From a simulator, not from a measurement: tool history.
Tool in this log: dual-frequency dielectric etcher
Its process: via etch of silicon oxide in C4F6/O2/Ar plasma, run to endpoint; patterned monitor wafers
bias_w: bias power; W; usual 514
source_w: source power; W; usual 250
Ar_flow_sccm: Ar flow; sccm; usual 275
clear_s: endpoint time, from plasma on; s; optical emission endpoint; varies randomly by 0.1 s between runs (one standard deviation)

| run | hour | bias_w | source_w | Ar_flow_sccm | incoming incoming film thickness, nm | clear_s |
|---|---|---|---|---|---|---|
| 1 | 0 | 514 | 250 | 275 | 96.3 | 26.2 |
|  | 79.3 | wet clean of the chamber |
| 2 | 101 | 476 | 250 | 275 | 96.5 | 27.3 |
| 3 | 138.4 | 476 | 250 | 275 | 95.8 | 27 |
| 4 | 233.4 | 514 | 300 | 275 | 97.3 | 23.8 |
| 5 | 325.1 | 514 | 300 | 275 | 95.6 | 23.4 |
| 6 | 424.5 | 514 | 300 | 275 | 96 | 23.4 |
| 7 | 511.6 | 514 | 250 | 275 | 96.2 | 25.9 |
|  | 553.7 | wet clean of the chamber |
| 8 | 567.2 | 514 | 250 | 275 | 96.5 | 26.1 |
| 9 | 623 | 514 | 250 | 275 | 96.8 | 26 |
| 10 | 683.4 | 514 | 250 | 275 | 96.6 | 25.9 |
|  | 764.8 | source power generator calibrated |
| 11 | 788.2 | 514 | 270 | 220 | 95.6 | 24.5 |
| 12 | 828 | 486 | 250 | 275 | 95 | 26.9 |
| 13 | 921.7 | 565 | 250 | 310 | 96 | 25.4 |
|  | 1048.6 | Ar flow controller replaced |
|  | 1100.5 | wet clean of the chamber |
| 14 | 1122.1 | 457 | 290 | 329 | 95.5 | 26.3 |
| 15 | 1231.4 | 634 | 250 | 240 | 94.6 | 22.6 |
|  | 1335.4 | upper electrode replaced |
| 16 | 1335.9 | 641 | 250 | 275 | 96.4 | 23.6 |
| 17 | 1423.4 | 514 | 250 | 275 | 95.8 | 26.1 |
| 18 | 1531 | 421 | 230 | 333 | 95 | 31.7 |
| 19 | 1621.7 | 574 | 290 | 340 | 95.4 | 23.3 |
|  | 1677.2 | wet clean of the chamber |
|  | 1710.9 | bias power generator calibrated |
| 20 | 1719.2 | 607 | 250 | 333 | 95.6 | 25.1 |
| 21 | 1820.3 | 514 | 190 | 336 | 95.7 | 32.9 |
| 22 | 1891.1 | 514 | 250 | 275 | 96 | 26.7 |
| 23 | 1984.3 | 608 | 230 | 224 | 96 | 24.9 |
| 24 | 2084.8 | 514 | 290 | 219 | 96.1 | 23.8 |
|  | 2126 | wet clean of the chamber |
| 25 | 2147.9 | 514 | 250 | 275 | 95.6 | 26.6 |
| 26 | 2185.6 | 514 | 280 | 238 | 96.3 | 24.6 |

Each row is a separate what-if for the run after 26, all from the same tool condition, not one after another. Results?
| A | 2186 | 514 | 250 | 307 | 97 | ? |
| B | 2186 | 514 | 310 | 275 | 97 | ? |
| C | 2186 | 514 | 230 | 219 | 97 | ? |

| run | clear_s |
|---|---|
| A | 27.2 |
| B | 23.8 |
| C | 27.3 |
With no hidden state in the tool, these same runs would have given:
| run | clear_s |
|---|---|
| A | 27.6 |
| B | 24.1 |
| C | 27.6 |
